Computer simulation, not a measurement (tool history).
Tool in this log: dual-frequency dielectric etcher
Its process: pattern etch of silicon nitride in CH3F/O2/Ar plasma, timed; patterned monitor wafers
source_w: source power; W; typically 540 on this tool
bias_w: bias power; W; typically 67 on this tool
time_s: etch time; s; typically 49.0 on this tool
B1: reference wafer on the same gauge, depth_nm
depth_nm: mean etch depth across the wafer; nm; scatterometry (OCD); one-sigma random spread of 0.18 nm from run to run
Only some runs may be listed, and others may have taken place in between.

Run 1, hour 0.0: usual settings; B1 36.04. Result: depth_nm 36.85 nm.
Run 2, hour 83.4: usual settings; B1 36.02. Result: depth_nm 36.94 nm.
At hour 108.7: wet clean of the chamber.
Run 3, hour 185.4: usual settings; B1 35.99. Result: depth_nm 37.07 nm.
Run 4, hour 334.4: usual settings; B1 36.00. Result: depth_nm 36.95 nm.
Run 5, hour 380.0: usual settings; B1 36.00. Result: depth_nm 36.75 nm.
Run 6, hour 433.4: usual settings; B1 35.97. Result: depth_nm 36.70 nm.
At hour 477.2: wet clean of the chamber.
Run 7, hour 512.8: usual settings; B1 35.95. Result: depth_nm 36.80 nm.
Run 8, hour 560.9: usual settings but time_s 54.5 s; B1 35.97. Result: depth_nm 40.98 nm.
Run 9, hour 603.8: usual settings but source_w 490 W; B1 36.04. Result: depth_nm 36.23 nm.
Run 10, hour 681.6: usual settings but time_s 39.5 s; B1 36.00. Result: depth_nm 29.95 nm.
At hour 737.3: gauge calibrated.
Run 11, hour 739.2: usual settings; B1 36.02. Result: depth_nm 37.03 nm.
Run 12, hour 778.1: usual settings; B1 35.96. Result: depth_nm 36.88 nm.
Run 13, hour 834.4: usual settings but source_w 620 W; B1 35.97. Result: depth_nm 38.49 nm.
At hour 911.1: wet clean of the chamber.
At hour 913.2: upper electrode replaced.
Run 14, hour 913.7: usual settings; B1 35.97. Result: depth_nm 37.02 nm.

For run 15, what comes out?
Run 15, hour 1002.9: usual settings but source_w 630 W, bias_w 78 W, time_s 35.0 s; B1 ?. Result: depth_nm ?.

{"run 15": {"B1": 36.0, "depth_nm": 29.0}}
Take away the tool's hidden state, keep the run-to-run variation as it was, and the same run would have given depth_nm 29.00 nm.

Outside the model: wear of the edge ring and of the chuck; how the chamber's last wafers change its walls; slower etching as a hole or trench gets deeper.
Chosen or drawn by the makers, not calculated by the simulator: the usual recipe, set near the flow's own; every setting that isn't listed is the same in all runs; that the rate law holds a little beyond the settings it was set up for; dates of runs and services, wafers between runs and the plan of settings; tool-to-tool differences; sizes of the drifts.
